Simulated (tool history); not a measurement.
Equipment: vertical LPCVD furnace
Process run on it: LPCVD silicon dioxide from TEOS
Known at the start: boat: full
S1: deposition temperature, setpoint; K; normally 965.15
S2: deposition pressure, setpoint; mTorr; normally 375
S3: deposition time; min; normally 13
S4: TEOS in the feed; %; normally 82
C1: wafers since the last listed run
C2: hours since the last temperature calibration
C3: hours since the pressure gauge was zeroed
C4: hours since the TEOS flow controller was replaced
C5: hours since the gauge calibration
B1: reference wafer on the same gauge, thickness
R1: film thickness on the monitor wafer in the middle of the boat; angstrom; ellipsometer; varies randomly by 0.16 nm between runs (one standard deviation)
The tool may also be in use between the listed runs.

run,hour,S1,S2,S3,S4,C1,C2,C3,C4,C5,B1,R1
1,0,965.15,375,13,82,0,1377.7,3068.1,5400.5,638.5,86.12,912.6
2,24.2,965.15,375,13,82,426,1401.9,3092.3,5424.7,662.7,86.14,914.2
# hour 70.6: gauge calibrated
3,78.4,965.15,375,13,82,954,1456.1,3146.5,5478.9,7.8,86.12,915
4,111.7,965.15,375,13,82,586,1489.4,3179.8,5512.2,41.1,86.1,914.2
5,140.4,965.15,375,13,82,505,1518.1,3208.5,5540.9,69.8,86.07,915.4
6,192.6,965.15,375,13,82,919,1570.3,3260.7,5593.1,122,86.06,914.4
7,248.2,965.15,375,13,82,978,1625.9,3316.3,5648.7,177.6,86.13,915.8
8,284.3,965.15,375,13,82,635,1662,3352.4,5684.8,213.7,86.12,916.6
9,320.4,965.15,375,13,82,635,1698.1,3388.5,5720.9,249.8,86.11,912.8
10,346.1,965.15,375,13,82,452,1723.8,3414.2,5746.6,275.5,86.13,917.7
11,382.4,965.15,375,16,82,639,1760.1,3450.5,5782.9,311.8,86.08,1129.5
# hour 430.8: pressure gauge zeroed
# hour 451.6: thermocouples replaced and temperature profile calibrated
12,559.4,965.15,375,16,82,2327,107.8,128.6,5959.9,488.8,86.09,1090.6
13,609.5,955.15,295,13,75,882,157.9,178.7,6010,538.9,86.13,594.7
14,677.3,965.15,375,13,82,1193,225.7,246.5,6077.8,606.7,86.08,886.6
15,737.9,956.15,375,13,82,1067,286.3,307.1,6138.4,667.3,86.1,716.5
16,798.3,953.15,375,11.5,92,1063,346.7,367.5,6198.8,727.7,86.09,624.8
17,833.8,965.15,425,13,82,625,382.2,403,6234.3,763.2,86.16,945.9
18,869,965.15,375,13,70,619,417.4,438.2,6269.5,798.4,86.13,824.4
# hour 886.6: gauge calibrated
19,903.3,975.15,465,13,82,603,451.7,472.5,6303.8,16.7,86.08,1254
20,974.5,965.15,375,15.5,82,1253,522.9,543.7,6375,87.9,86.1,1066
21,1041.7,956.15,375,11,82,1183,590.1,610.9,6442.2,155.1,86.1,611
# hour 1086.9: TEOS flow controller replaced
22,1097.5,969.15,300,13,75,559,645.9,666.7,10.6,210.9,86.1,844.1
23,1157.1,960.15,375,10.5,82,1049,705.5,726.3,70.2,270.5,86.12,643
24,1204,965.15,375,13,82,825,752.4,773.2,117.1,317.4,86.13,900.7
25,1393.9,956.15,375,11,82,3343,942.3,963.1,307,507.3,86.13,616.3

3 ways to go on from here, each from the tool as it stands after run 25. What would each give?
A,1397.4,965.15,375,13,82,61,945.8,966.6,310.5,510.8,?,?
B,1397.4,961.15,375,16,70,61,945.8,966.6,310.5,510.8,?,?
C,1397.4,976.15,340,11.5,82,61,945.8,966.6,310.5,510.8,?,?

run,B1,R1
A,86.11,903.4
B,86.11,934.3
C,86.11,985.6
The same runs, with their run-to-run variation unchanged, on a tool lacking any hidden condition would have given:
run,R1
A,879.7
B,909.7
C,958.3
